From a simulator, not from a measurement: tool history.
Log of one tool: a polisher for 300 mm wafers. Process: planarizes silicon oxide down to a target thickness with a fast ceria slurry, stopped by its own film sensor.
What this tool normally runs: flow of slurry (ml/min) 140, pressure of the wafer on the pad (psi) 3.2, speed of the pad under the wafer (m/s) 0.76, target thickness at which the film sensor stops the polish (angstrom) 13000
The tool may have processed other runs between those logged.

run,hour,flow of slurry (ml/min),pressure of the wafer on the pad (psi),speed of the pad under the wafer (m/s),target thickness at which the film sensor stops the polish (angstrom),"incoming thickness of the incoming film, nm",time until the film sensor stopped the polish (s)
1,0.0,140,3.2,0.76,13000,2023.8,60.7
2,23.6,140,3.2,0.76,13000,1989.3,58.1
3,54.3,140,3.2,0.76,11620,1989.0,71.5
# hour 85.4: head pressure recalibrated
# hour 90.5: worn pad replaced by a new one
4,91.0,140,3.2,0.76,11620,2012.8,66.9
5,122.6,140,3.2,0.76,11620,2019.8,70.8
6,141.9,140,3.6,0.76,11270,2051.9,71.2
7,159.0,140,3.6,0.76,11270,2027.3,70.7
8,191.4,140,3.2,0.76,13000,2007.7,60.6
9,222.0,100,3.2,0.76,13000,2035.9,69.6
# hour 247.6: worn pad replaced by a new one
10,256.9,100,3.2,0.76,13000,1996.8,61.0
11,277.8,140,3.2,0.76,13000,1999.9,59.2
12,292.4,140,3.2,0.76,13000,2011.0,60.2
13,312.4,140,3.2,0.76,13000,2004.3,60.2
14,346.7,140,3.2,0.60,13000,2042.3,77.2
15,372.0,140,3.2,0.76,13000,2022.1,63.3
16,388.1,140,2.7,1.00,13000,1993.9,53.3
# hour 401.3: worn pad replaced by a new one
# hour 404.5: slurry nozzle cleaned
17,410.6,100,2.7,0.94,13860,2047.6,53.2
18,442.5,140,2.8,0.76,14270,2041.9,55.2
19,465.5,140,2.9,0.98,13970,1994.1,44.1
20,477.8,190,3.8,0.76,13000,2027.5,53.1
21,499.9,140,3.2,0.76,13000,2050.1,65.3
22,523.7,170,3.2,0.76,10920,2015.6,78.6
# hour 554.6: worn pad replaced by a new one
# hour 556.0: head pressure recalibrated
23,556.8,140,3.2,0.76,13000,2025.1,59.2
24,580.6,140,3.2,1.00,13000,2024.7,48.2
25,666.2,140,4.3,0.76,13000,2015.7,52.1
26,686.8,185,2.5,1.00,14770,2018.9,41.6
# hour 703.3: worn pad replaced by a new one
27,709.3,160,4.0,0.54,13000,2031.0,62.5
28,734.4,160,4.2,0.76,13000,2006.6,47.4

Here are 4 independent what-if runs from the current tool condition. What would each one return?
A,734.8,140,3.2,0.76,13000,2031.4,?
B,734.8,185,2.8,0.58,11910,2031.4,?
C,734.8,140,3.2,0.76,14110,2031.4,?
D,734.8,95,3.8,0.52,13000,2031.4,?

run,time until the film sensor stopped the polish (s)
A,60.7
B,86.6
C,51.4
D,76.4
With the hidden condition removed and each run's random variation left untouched, the same runs would have given:
run,time until the film sensor stopped the polish (s)
A,57.1
B,81.5
C,48.4
D,71.8

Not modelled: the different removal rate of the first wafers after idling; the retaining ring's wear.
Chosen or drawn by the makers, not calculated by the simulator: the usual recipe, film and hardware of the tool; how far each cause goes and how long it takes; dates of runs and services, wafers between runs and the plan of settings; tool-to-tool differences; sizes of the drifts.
